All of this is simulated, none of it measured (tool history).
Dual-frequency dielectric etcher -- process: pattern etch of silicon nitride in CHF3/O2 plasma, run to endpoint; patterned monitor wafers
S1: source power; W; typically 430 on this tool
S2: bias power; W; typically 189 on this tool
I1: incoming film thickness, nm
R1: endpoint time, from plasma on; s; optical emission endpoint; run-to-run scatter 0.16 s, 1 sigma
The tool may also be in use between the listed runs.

| run | hour | S1 | S2 | I1 | R1 |
|---|---|---|---|---|---|
| 1 | 0 | 430 | 189 | 67.5 | 54.6 |
| 2 | 11.9 | 430 | 189 | 67.8 | 55 |
| 3 | 18.3 | 430 | 189 | 68.2 | 55.1 |
| 4 | 33.4 | 430 | 189 | 68 | 55.3 |
| 5 | 41.8 | 430 | 189 | 67.5 | 54.8 |
|  | 62.4 | source power generator calibrated |
|  | 70.8 | wet clean of the chamber |
|  | 71.7 | bias power generator calibrated |
|  | 93.7 | upper electrode replaced |
| 6 | 94.2 | 430 | 189 | 68.8 | 53.5 |
| 7 | 94.5 | 430 | 189 | 67.9 | 52.7 |
| 8 | 94.9 | 430 | 189 | 68.1 | 52.9 |
| 9 | 95.7 | 370 | 189 | 68.9 | 54.9 |
| 10 | 106.8 | 360 | 156 | 67.5 | 59.3 |
| 11 | 123.4 | 390 | 163 | 67.9 | 57.6 |
| 12 | 134.6 | 480 | 164 | 68.5 | 55.6 |
| 13 | 140.7 | 460 | 171 | 68.2 | 55.1 |
| 14 | 154.4 | 430 | 163 | 68.3 | 57 |
| 15 | 165.1 | 480 | 164 | 68.5 | 55.6 |
| 16 | 171.7 | 430 | 189 | 68.4 | 53.8 |
| 17 | 187.3 | 430 | 189 | 68 | 53.3 |

Each row is a separate what-if for the run after 17, all from the same tool condition, not one after another. Results?
| A | 187.7 | 430 | 204 | 67.6 | ? |
| B | 187.7 | 530 | 146 | 67.6 | ? |
| C | 187.7 | 430 | 168 | 67.6 | ? |
| D | 187.7 | 500 | 216 | 67.6 | ? |

| run | R1 |
|---|---|
| A | 51.3 |
| B | 56.4 |
| C | 55.7 |
| D | 48.5 |
The same runs, with their run-to-run variation unchanged, on a tool lacking any hidden condition would have given:
| run | R1 |
|---|---|
| A | 50.7 |
| B | 55.8 |
| C | 55.1 |
| D | 47.9 |
